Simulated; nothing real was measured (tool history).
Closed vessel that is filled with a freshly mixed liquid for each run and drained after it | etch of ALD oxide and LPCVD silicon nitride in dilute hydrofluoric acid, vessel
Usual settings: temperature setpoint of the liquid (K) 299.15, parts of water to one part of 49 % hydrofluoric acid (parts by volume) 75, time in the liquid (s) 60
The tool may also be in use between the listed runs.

run	hour	temperature setpoint of the liquid (K)	parts of water to one part of 49 % hydrofluoric acid (parts by volume)	time in the liquid (s)	read-back film thickness of the ALD oxide reference wafer, read on the same gauge (nm)	read-back film thickness of the LPCVD silicon nitride reference wafer, read on the same gauge (nm)	thickness taken off the ALD oxide on a monitor wafer (nm)	thickness taken off the LPCVD silicon nitride on a monitor wafer (nm)
1	0	299.15	75	80	79.99	29.992	38.46	0.832
2	10.1	299.15	75	80	80.01	30.004	38.47	0.811
3	26.1	299.15	75	80	79.98	30.019	38.85	0.82
# hour 31.2: thermometer replaced
4	32.8	300.65	75	60	80.01	30	30.94	0.657
5	40	301.15	115	75	79.98	29.987	24.36	0.537
6	55.4	299.15	45	60	80.04	29.999	50.11	0.996
7	73	297.65	40	30	79.98	29.965	27.07	0.536
8	82.7	299.15	95	85	80.01	30.01	31.81	0.755
9	94.2	299.15	85	80	80.02	29.999	33.44	0.753
10	109.1	303.65	100	40	80.02	29.991	16.93	0.433
11	115.7	299.15	75	60	80.02	30.023	29.46	0.627
12	122	299.15	75	50	79.98	30.019	23.95	0.481
13	136.9	299.15	75	30	80.01	29.992	14.43	0.284
14	145.9	299.15	95	85	80.02	30.021	31.87	0.636
15	156.1	299.15	75	60	80	29.962	29.41	0.564
# hour 178.6: hydrofluoric acid flow meter replaced
16	189.9	299.15	75	60	80	29.991	25.55	0.579
17	203	299.15	75	60	80.01	30.019	25.65	0.583
18	212.2	299.15	75	60	80.05	29.992	25.55	0.56
19	221.2	299.15	75	75	80.02	30.017	32.45	0.632
20	234	294.15	100	60	79.98	29.998	15.23	0.303
21	241.7	294.15	45	60	79.98	29.99	36.37	0.644
22	251.3	302.15	75	95	79.97	30.019	45.81	1.042
23	266.7	299.15	100	60	79.99	29.993	18.61	0.422
24	282.2	299.15	35	95	80.05	30.007	92.1	2.018
25	323	303.65	75	60	80	30.001	30.58	0.687
26	335.9	299.15	75	60	80.03	29.986	25.69	0.482

Forecast each of these 4 alternatives for the next run:
A	336.6	295.65	75	60	?	?	?	?
B	336.6	297.15	90	60	?	?	?	?
C	336.6	303.15	60	80	?	?	?	?
D	336.6	301.15	55	90	?	?	?	?

run	read-back film thickness of the ALD oxide reference wafer, read on the same gauge (nm)	read-back film thickness of the LPCVD silicon nitride reference wafer, read on the same gauge (nm)	thickness taken off the ALD oxide on a monitor wafer (nm)	thickness taken off the LPCVD silicon nitride on a monitor wafer (nm)
A	80.02	29.997	22.65	0.432
B	80.02	29.997	19.69	0.399
C	80.02	29.997	51.94	1.175
D	80.02	29.997	59.36	1.266
Without the tool's hidden state the same runs would have given:
run	thickness taken off the ALD oxide on a monitor wafer (nm)	thickness taken off the LPCVD silicon nitride on a monitor wafer (nm)
A	22.25	0.425
B	19.34	0.393
C	51.05	1.156
D	58.35	1.246
